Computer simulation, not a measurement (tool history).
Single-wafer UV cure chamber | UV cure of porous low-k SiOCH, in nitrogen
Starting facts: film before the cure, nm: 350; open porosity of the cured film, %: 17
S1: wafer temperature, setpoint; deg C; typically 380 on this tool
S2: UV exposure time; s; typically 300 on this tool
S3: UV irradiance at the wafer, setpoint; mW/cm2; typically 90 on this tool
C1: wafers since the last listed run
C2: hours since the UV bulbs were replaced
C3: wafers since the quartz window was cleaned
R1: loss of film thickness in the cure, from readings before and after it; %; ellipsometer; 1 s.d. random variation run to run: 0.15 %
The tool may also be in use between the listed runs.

run 1 hour=0.0 | S1=391 S2=300 S3=104 | C1=0 C2=997.9 C3=1707 | R1=10.830
run 2 hour=15.8 | S1=380 S2=300 S3=90 | C1=123 C2=1013.7 C3=1830 | R1=10.107
run 3 hour=29.1 | S1=380 S2=300 S3=90 | C1=103 C2=1027.0 C3=1934 | R1=9.974
run 4 hour=39.4 | S1=380 S2=300 S3=90 | C1=80 C2=1037.3 C3=2014 | R1=9.987
run 5 hour=56.0 | S1=380 S2=300 S3=90 | C1=129 C2=1053.9 C3=2143 | R1=9.752
run 6 hour=64.6 | S1=380 S2=300 S3=90 | C1=66 C2=1062.5 C3=2210 | R1=9.991
run 7 hour=76.4 | S1=380 S2=300 S3=90 | C1=91 C2=1074.3 C3=2302 | R1=9.894
run 8 hour=93.4 | S1=380 S2=300 S3=90 | C1=132 C2=1091.3 C3=2434 | R1=9.618
-- hour=106.0 UV bulbs replaced
run 9 hour=106.5 | S1=364 S2=300 S3=90 | C1=39 C2=0.5 C3=2474 | R1=9.393
run 10 hour=133.6 | S1=364 S2=300 S3=90 | C1=210 C2=27.6 C3=2685 | R1=9.460
run 11 hour=141.6 | S1=380 S2=175 S3=90 | C1=62 C2=35.6 C3=2747 | R1=7.716
run 12 hour=157.1 | S1=380 S2=175 S3=90 | C1=120 C2=51.1 C3=2868 | R1=7.769
-- hour=169.6 quartz window cleaned
run 13 hour=170.1 | S1=371 S2=370 S3=69 | C1=38 C2=64.1 C3=4 | R1=10.239
run 14 hour=174.5 | S1=380 S2=300 S3=90 | C1=34 C2=68.5 C3=38 | R1=10.697
run 15 hour=181.2 | S1=361 S2=420 S3=102 | C1=52 C2=75.2 C3=90 | R1=12.457
run 16 hour=232.0 | S1=397 S2=230 S3=127 | C1=395 C2=126.0 C3=485 | R1=10.951
run 17 hour=245.8 | S1=380 S2=300 S3=90 | C1=107 C2=139.8 C3=593 | R1=10.154
run 18 hour=263.6 | S1=380 S2=300 S3=90 | C1=138 C2=157.6 C3=731 | R1=10.390
run 19 hour=269.7 | S1=380 S2=125 S3=90 | C1=47 C2=163.7 C3=779 | R1=6.633
run 20 hour=286.2 | S1=380 S2=300 S3=90 | C1=128 C2=180.2 C3=907 | R1=10.391
run 21 hour=296.9 | S1=395 S2=300 S3=105 | C1=83 C2=190.9 C3=991 | R1=10.834
run 22 hour=306.7 | S1=367 S2=200 S3=125 | C1=76 C2=200.7 C3=1067 | R1=9.542
run 23 hour=313.6 | S1=394 S2=395 S3=66 | C1=53 C2=207.6 C3=1121 | R1=10.160
run 24 hour=327.9 | S1=390 S2=455 S3=116 | C1=111 C2=221.9 C3=1232 | R1=13.410
run 25 hour=339.8 | S1=380 S2=425 S3=90 | C1=92 C2=233.8 C3=1325 | R1=11.389

Branching from run 25: 3 alternative next runs. What would each branch give?
run A hour=340.3 | S1=380 S2=470 S3=90 | C1=3 C2=234.3 C3=1329 | R1=?
run B hour=340.3 | S1=380 S2=360 S3=90 | C1=3 C2=234.3 C3=1329 | R1=?
run C hour=340.3 | S1=373 S2=300 S3=90 | C1=3 C2=234.3 C3=1329 | R1=?

run=A R1=11.838
run=B R1=10.707
run=C R1=9.834
What these runs would have given with no unlogged condition in the tool:
run=A R1=12.597
run=B R1=11.447
run=C R1=10.556
